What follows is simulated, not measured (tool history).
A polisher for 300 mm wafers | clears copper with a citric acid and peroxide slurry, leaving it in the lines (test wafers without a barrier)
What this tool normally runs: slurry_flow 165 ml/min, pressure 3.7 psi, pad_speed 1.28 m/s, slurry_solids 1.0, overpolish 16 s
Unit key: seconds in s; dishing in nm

| run | hour | slurry_flow | pressure | pad_speed | slurry_solids | overpolish | incoming thickness of the incoming film, nm | seconds | dishing |
|---|---|---|---|---|---|---|---|---|---|
| 1 | 0.0 | 165 | 3.7 | 1.28 | 1.0 | 16 | 480.3 | 127.9 | 19.5 |
| 2 | 29.3 | 145 | 3.7 | 1.28 | 1.0 | 16 | 477.6 | 137.2 | 18.9 |
| 3 | 55.2 | 145 | 3.7 | 1.28 | 1.0 | 16 | 477.2 | 132.9 | 19.0 |
|  | 65.5 | worn pad replaced by a new one |
| 4 | 79.3 | 145 | 3.7 | 1.28 | 1.0 | 16 | 478.5 | 136.0 | 19.1 |
| 5 | 114.1 | 165 | 4.0 | 1.58 | 1.0 | 16 | 482.3 | 98.0 | 19.8 |
| 6 | 126.4 | 165 | 4.0 | 1.58 | 1.0 | 16 | 483.8 | 100.3 | 20.3 |
| 7 | 170.9 | 165 | 3.7 | 1.28 | 1.0 | 16 | 482.6 | 135.7 | 18.7 |
|  | 182.1 | head pressure recalibrated |
|  | 189.5 | worn pad replaced by a new one |
| 8 | 202.6 | 165 | 3.7 | 1.28 | 1.0 | 16 | 478.9 | 136.5 | 18.9 |
| 9 | 233.7 | 130 | 3.7 | 1.28 | 1.0 | 22 | 488.2 | 145.5 | 19.6 |
|  | 252.0 | slurry blender recalibrated |
| 10 | 254.7 | 225 | 4.0 | 1.14 | 1.0 | 16 | 474.8 | 131.5 | 19.0 |
| 11 | 273.2 | 195 | 3.7 | 1.28 | 1.0 | 16 | 485.3 | 135.5 | 18.9 |
|  | 287.6 | slurry nozzle cleaned |
| 12 | 305.6 | 165 | 3.7 | 1.10 | 0.8 | 16 | 480.7 | 160.1 | 18.1 |
|  | 322.0 | worn pad replaced by a new one |
| 13 | 328.5 | 165 | 3.7 | 1.28 | 1.0 | 16 | 483.4 | 124.9 | 18.6 |
| 14 | 351.2 | 190 | 3.3 | 0.98 | 1.0 | 12 | 473.5 | 178.5 | 14.9 |
| 15 | 368.9 | 195 | 4.1 | 1.70 | 1.0 | 19 | 473.7 | 81.2 | 21.3 |
| 16 | 381.5 | 225 | 4.0 | 1.14 | 1.0 | 16 | 477.4 | 117.9 | 19.4 |
| 17 | 408.2 | 120 | 4.0 | 1.28 | 1.1 | 24 | 483.1 | 120.0 | 21.1 |

3 ways to go on from here, each from the tool as it stands after run 17. What would each give?
| A | 408.7 | 165 | 3.7 | 1.28 | 1.0 | 16 | 478.7 | ? | ? |
| B | 408.7 | 210 | 2.8 | 1.62 | 1.0 | 16 | 478.7 | ? | ? |
| C | 408.7 | 145 | 3.7 | 1.28 | 0.9 | 16 | 478.7 | ? | ? |

| run | seconds | dishing |
|---|---|---|
| A | 125.6 | 19.7 |
| B | 123.4 | 19.5 |
| C | 133.9 | 19.3 |
With the hidden condition removed and each run's random variation left untouched, the same runs would have given:
| run | seconds | dishing |
|---|---|---|
| A | 122.5 | 19.8 |
| B | 120.9 | 19.6 |
| C | 130.2 | 19.5 |
